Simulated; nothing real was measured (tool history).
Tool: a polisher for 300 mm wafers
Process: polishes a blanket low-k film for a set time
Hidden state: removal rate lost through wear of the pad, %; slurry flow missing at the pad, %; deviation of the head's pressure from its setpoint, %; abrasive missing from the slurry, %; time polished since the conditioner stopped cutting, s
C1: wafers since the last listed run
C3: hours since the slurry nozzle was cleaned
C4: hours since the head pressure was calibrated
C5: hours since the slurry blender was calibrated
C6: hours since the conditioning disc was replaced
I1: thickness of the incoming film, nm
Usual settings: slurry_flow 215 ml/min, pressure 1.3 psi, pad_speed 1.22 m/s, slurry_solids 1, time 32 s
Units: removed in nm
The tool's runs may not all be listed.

run 1 day=0 | slurry_flow=215 pressure=1.3 pad_speed=1.22 slurry_solids=0.85 time=32 | C1=0 wafers_polished_on_this_pad=758 C3=242.2 C4=248.5 C5=347.1 C6=453.6 | I1=610.8 | removed=9.6
-- day=0.012 worn pad replaced by a new one
run 2 day=0.55 | slurry_flow=215 pressure=1.3 pad_speed=1.22 slurry_solids=0.85 time=32 | C1=120 wafers_polished_on_this_pad=120 C3=255.4 C4=261.7 C5=360.3 C6=466.8 | I1=606.6 | removed=9.5
run 3 day=1.021 | slurry_flow=215 pressure=1.3 pad_speed=1.22 slurry_solids=0.85 time=32 | C1=105 wafers_polished_on_this_pad=226 C3=266.7 C4=273 C5=371.6 C6=478.1 | I1=612.6 | removed=9.9
run 4 day=1.438 | slurry_flow=215 pressure=1.3 pad_speed=1.22 slurry_solids=1 time=28 | C1=93 wafers_polished_on_this_pad=320 C3=276.7 C4=283 C5=381.6 C6=488.1 | I1=614.3 | removed=8.8
run 5 day=1.967 | slurry_flow=215 pressure=1.3 pad_speed=1.22 slurry_solids=1 time=28 | C1=118 wafers_polished_on_this_pad=439 C3=289.4 C4=295.7 C5=394.3 C6=500.8 | I1=609.5 | removed=9
run 6 day=2.329 | slurry_flow=215 pressure=1.3 pad_speed=1.22 slurry_solids=1 time=28 | C1=81 wafers_polished_on_this_pad=521 C3=298.1 C4=304.4 C5=403 C6=509.5 | I1=601.7 | removed=9.1
run 7 day=3.008 | slurry_flow=240 pressure=1.3 pad_speed=1.22 slurry_solids=1 time=32 | C1=152 wafers_polished_on_this_pad=673 C3=314.4 C4=320.7 C5=419.3 C6=525.8 | I1=603.7 | removed=10.4
run 8 day=3.392 | slurry_flow=240 pressure=1.3 pad_speed=1.22 slurry_solids=1 time=32 | C1=86 wafers_polished_on_this_pad=759 C3=323.6 C4=329.9 C5=428.5 C6=535 | I1=608.6 | removed=10.2
run 9 day=3.679 | slurry_flow=240 pressure=1.3 pad_speed=1.22 slurry_solids=1 time=32 | C1=64 wafers_polished_on_this_pad=824 C3=330.5 C4=336.8 C5=435.4 C6=541.9 | I1=616.9 | removed=10.4
-- day=4.021 worn pad replaced by a new one
run 10 day=4.1 | slurry_flow=215 pressure=1.3 pad_speed=1.22 slurry_solids=1 time=32 | C1=57 wafers_polished_on_this_pad=17 C3=340.6 C4=346.9 C5=445.5 C6=552 | I1=616.3 | removed=10.1
-- day=4.35 slurry nozzle cleaned
-- day=4.725 conditioning disc replaced and pad reconditioned
-- day=5.675 slurry blender recalibrated
run 11 day=6.158 | slurry_flow=215 pressure=1.3 pad_speed=1.22 slurry_solids=1 time=32 | C1=416 wafers_polished_on_this_pad=433 C3=43.4 C4=396.3 C5=11.6 C6=34.4 | I1=609.6 | removed=9.9
run 12 day=6.529 | slurry_flow=215 pressure=1.3 pad_speed=1.5 slurry_solids=1.2 time=32 | C1=83 wafers_polished_on_this_pad=517 C3=52.3 C4=405.2 C5=20.5 C6=43.3 | I1=608.4 | removed=12.7
run 13 day=6.942 | slurry_flow=215 pressure=1.3 pad_speed=1.22 slurry_solids=1 time=32 | C1=92 wafers_polished_on_this_pad=609 C3=62.2 C4=415.1 C5=30.4 C6=53.2 | I1=600.6 | removed=10
-- day=7.329 head pressure recalibrated
run 14 day=7.35 | slurry_flow=180 pressure=1.3 pad_speed=0.94 slurry_solids=1 time=35 | C1=73 wafers_polished_on_this_pad=682 C3=72 C4=0.5 C5=40.2 C6=63 | I1=601 | removed=9.4
run 15 day=7.554 | slurry_flow=215 pressure=1.3 pad_speed=1.22 slurry_solids=1 time=32 | C1=45 wafers_polished_on_this_pad=728 C3=76.9 C4=5.4 C5=45.1 C6=67.9 | I1=612.3 | removed=11.1
-- day=7.858 worn pad replaced by a new one
run 16 day=7.954 | slurry_flow=215 pressure=1.7 pad_speed=1.38 slurry_solids=1.1 time=28 | C1=52 wafers_polished_on_this_pad=21 C3=86.5 C4=15 C5=54.7 C6=77.5 | I1=611.8 | removed=13.5
run 17 day=8.596 | slurry_flow=215 pressure=0.8 pad_speed=1.22 slurry_solids=0.7 time=32 | C1=144 wafers_polished_on_this_pad=165 C3=101.9 C4=30.4 C5=70.1 C6=92.9 | I1=606.6 | removed=6.7
run 18 day=10.788 | slurry_flow=215 pressure=1.3 pad_speed=1.22 slurry_solids=1 time=36 | C1=492 wafers_polished_on_this_pad=658 C3=154.5 C4=83 C5=122.7 C6=145.5 | I1=603.6 | removed=12.2
run 19 day=11.362 | slurry_flow=215 pressure=1.6 pad_speed=0.96 slurry_solids=1 time=25 | C1=129 wafers_polished_on_this_pad=787 C3=168.3 C4=96.8 C5=136.5 C6=159.3 | I1=617.7 | removed=8.2

Measured less the same run without the tool's hidden state. The same run-to-run variation is in both; the gauge's scatter may not be:
run=1 removed=-0.8
run=2 removed=-0.9
run=3 removed=-0.9
run=4 removed=-0.8
run=5 removed=-0.9
run=6 removed=-0.8
run=7 removed=-1
run=8 removed=-1
run=9 removed=-1
run=10 removed=-1
run=11 removed=-1
run=12 removed=-1.3
run=13 removed=-1.1
run=14 removed=-0.1
run=15 removed=-0.1
run=16 removed=-0.2
run=17 removed=-0.2
run=18 removed=-0.5
run=19 removed=-0.5

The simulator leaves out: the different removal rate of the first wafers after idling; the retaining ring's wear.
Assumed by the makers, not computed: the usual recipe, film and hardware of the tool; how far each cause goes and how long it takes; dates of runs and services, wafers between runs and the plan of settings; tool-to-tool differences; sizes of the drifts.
